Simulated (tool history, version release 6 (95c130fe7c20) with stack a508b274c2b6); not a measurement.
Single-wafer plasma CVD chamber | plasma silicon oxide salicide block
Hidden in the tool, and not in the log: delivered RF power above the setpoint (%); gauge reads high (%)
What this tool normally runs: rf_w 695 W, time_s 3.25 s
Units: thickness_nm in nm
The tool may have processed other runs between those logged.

run,hour,rf_w,time_s,wafers since the last listed run,hours since the last RF generator calibration,hours since the showerhead was replaced,hours since the gauge calibration,"read-back reference wafer on the same gauge, thickness_nm",thickness_nm
1,0,600,3.57,0,940,5552.2,459.5,31.901,35.43
2,41.5,600,3.57,984,981.5,5593.7,501,31.913,35.417
3,107.8,745,3.25,1573,1047.8,5660,567.3,31.918,33.777
4,202.8,745,3.25,2254,1142.8,5755,662.3,31.918,33.802
5,287.6,760,3,2012,1227.6,5839.8,747.1,31.859,31.323
6,340.2,695,2.92,1248,1280.2,5892.4,799.7,31.909,29.952
7,438.5,695,3.25,2332,1378.5,5990.7,898,31.906,33.233
8,477,620,3.61,913,1417,6029.2,936.5,31.887,36.137
9,516,620,3.61,925,1456,6068.2,975.5,31.874,36.088
# hour 753.3: showerhead replaced
10,820.8,795,3.25,7042,1760.8,67.5,1280.3,31.886,34.028
11,925.5,795,3.25,2484,1865.5,172.2,1385,31.901,33.984
12,995.3,795,3.25,1656,1935.3,242,1454.8,31.924,34.021
13,1039.5,765,3.25,1048,1979.5,286.2,1499,31.932,33.833
# hour 1064.6: RF generator calibrated
14,1091.5,695,3.25,1044,26.9,338.2,1551,31.884,33.681
15,1198.7,695,3.86,2543,134.1,445.4,1658.2,31.88,39.794
16,1268.5,640,2.97,1656,203.9,515.2,1728,31.89,30.221
# hour 1291.4: gauge calibrated
17,1341.7,695,3.25,1736,277.1,588.4,50.3,31.906,33.452
18,1388.5,760,3.74,1110,323.9,635.2,97.1,31.904,39.282
19,1434,695,3.25,1079,369.4,680.7,142.6,31.888,33.603
20,1488.2,765,3.44,1286,423.6,734.9,196.8,31.93,36.116
21,1534,600,3.73,1086,469.4,780.7,242.6,31.862,37.103
22,1794,745,3.25,6169,729.4,1040.7,502.6,31.877,33.711
23,1833.8,810,2.84,944,769.2,1080.5,542.4,31.918,29.931
24,1932.3,750,2.62,2337,867.7,1179,640.9,31.874,27.138
25,1998.9,695,2.93,1580,934.3,1245.6,707.5,31.912,29.883
26,2087.3,615,2.9,2097,1022.7,1334,795.9,31.911,29.072
27,2139.7,695,3.25,1243,1075.1,1386.4,848.3,31.878,33.279

Alternative continuations, all from the tool just after run 27; predict every row:
A,2140.1,810,3.25,9,1075.5,1386.8,848.7,?,?
B,2140.1,570,2.94,9,1075.5,1386.8,848.7,?,?
C,2140.1,695,2.98,9,1075.5,1386.8,848.7,?,?

run,"read-back reference wafer on the same gauge, thickness_nm",thickness_nm
A,31.884,34.323
B,31.884,28.979
C,31.884,30.508
What these runs would have given with no unlogged condition in the tool:
run,thickness_nm
A,34.852
B,29.425
C,30.978

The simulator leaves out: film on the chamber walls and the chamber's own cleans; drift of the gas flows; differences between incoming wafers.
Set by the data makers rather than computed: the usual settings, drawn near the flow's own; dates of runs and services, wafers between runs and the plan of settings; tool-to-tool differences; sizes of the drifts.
